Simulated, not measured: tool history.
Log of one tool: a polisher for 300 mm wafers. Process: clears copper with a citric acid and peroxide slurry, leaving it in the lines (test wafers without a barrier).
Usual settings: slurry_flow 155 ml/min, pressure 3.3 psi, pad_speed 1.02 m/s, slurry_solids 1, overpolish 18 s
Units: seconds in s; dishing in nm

run     day  slurry_flow  pressure  pad_speed  slurry_solids  overpolish  wafers since the last listed run  wafers polished on this pad  hours since the slurry nozzle was cleaned  hours since the head pressure was calibrated  hours since the slurry blender was calibrated  incoming thickness of the incoming film, nm  seconds  dishing
  1       0          155       3.3       1.02              1          18                                 0                           49                                      406.5                                         937.1                                           17.1                                        331.2    143.4     32.2
  2   0.296          155       3.3       1.02              1          18                                59                          108                                      413.6                                         944.2                                           24.2                                        328.4    140.9       33
  3   1.033          155       3.3       1.02              1          18                               147                          256                                      431.3                                         961.9                                           41.9                                          332    143.1       32
  4   2.658          155       3.3        0.9              1          18                               325                          582                                      470.3                                        1000.9                                           80.9                                        328.8    155.7     28.7
  5   3.108          155       3.3        0.9              1          18                                90                          672                                      481.1                                        1011.7                                           91.7                                        329.2    161.7     29.3
  6   3.762          155       3.3        0.9              1          18                               131                          804                                      496.8                                        1027.4                                          107.4                                        331.4    161.6     28.5
  7   4.379          155       3.3       1.02              1          26                               123                          927                                      511.6                                        1042.2                                          122.2                                        334.4    148.1     43.1
  8   4.679          155       3.3       1.02              1          12                                60                          987                                      518.8                                        1049.4                                          129.4                                        332.3    149.9     21.9
      5.246  -- worn pad replaced by a new one
  9   5.329          155       3.3       1.02              1          12                                96                           16                                      534.4                                          1065                                            145                                        329.2    145.2     21.8
 10   5.862          155       3.3       1.02              1          12                               106                          123                                      547.2                                        1077.8                                          157.8                                        330.6    147.1     21.8
 11   6.242          155       3.3       1.02              1          18                                76                          199                                      556.3                                        1086.9                                          166.9                                          334    149.7     31.3
       7.95  -- slurry blender recalibrated
 12   7.971          155       3.3       1.02              1          18                               330                          530                                      597.8                                        1128.4                                            0.5                                        330.4    148.5       31
 13   8.429          155       3.3       1.02              1          18                                91                          621                                      608.8                                        1139.4                                           11.5                                        324.7    149.1     30.3
 14   8.975          120       3.3       1.34            1.1          18                               109                          731                                      621.9                                        1152.5                                           24.6                                        329.5    126.1     35.7
 15     9.5          155       3.3       1.02              1          18                               105                          836                                      634.5                                        1165.1                                           37.2                                        335.6    154.1     30.4
 16  10.008          185       4.5       1.02              1          10                               101                          938                                      646.7                                        1177.3                                           49.4                                        332.4    106.8     25.4
 17  10.508          185       2.7       1.02              1          18                               100                         1039                                      658.7                                        1189.3                                           61.4                                        327.7    170.4     25.8
         11  -- worn pad replaced by a new one
 18   11.25          155       3.3       0.88            0.9           8                               115                           50                                      676.5                                        1207.1                                           79.2                                          327    177.1     12.5
     11.767  -- head pressure recalibrated
     11.783  -- slurry nozzle cleaned
 19  11.958          155       3.3       1.02              1          18                               122                          172                                        4.2                                           4.6                                           96.2                                        334.9    135.4     33.4
 20  12.388          155       3.3       1.02              1          18                                86                          258                                       14.5                                          14.9                                          106.5                                        330.9    138.6       34
 21  12.667          155       3.3       0.84              1          18                                55                          314                                       21.2                                          21.6                                          113.2                                        331.6    159.2     28.3
 22  14.183          130       3.8       1.22              1          18                               304                          618                                       57.6                                            58                                          149.6                                        330.9    106.6     41.9
 23  14.675          130       4.1        0.8              1          13                                98                          717                                       69.4                                          69.8                                          161.4                                        328.1    146.9     24.6
 24  15.196          180       3.3        0.7              1          18                               104                          821                                       81.9                                          82.3                                          173.9                                        335.3    188.7     25.8
     15.808  -- slurry blender recalibrated
 25  15.829          175       3.3       1.02            1.2          18                               110                          932                                       97.1                                          97.5                                            0.5                                        331.1    134.3     34.4
 26  16.025          155       3.3       1.02              1          18                                39                          971                                      101.8                                         102.2                                            5.2                                        332.8    133.4     32.7
 27  16.475          120       3.3       1.02              1          18                                90                         1061                                      112.6                                           113                                             16                                        328.4    141.4     31.1
     17.162  -- worn pad replaced by a new one
 28  17.183          205       3.3       1.02            0.8          18                               108                            4                                      129.6                                           130                                             33                                        328.7    129.3     33.2

Forecast run 29:
 29  17.575          155       2.6       0.82            1.2          18                                78                           82                                        139                                         139.4                                           42.4                                        331.6        ?        ?

seconds: 205 s
dishing: 23.8 nm
Without the tool's hidden state the same run would have given seconds 203.1 s, dishing 24 nm.
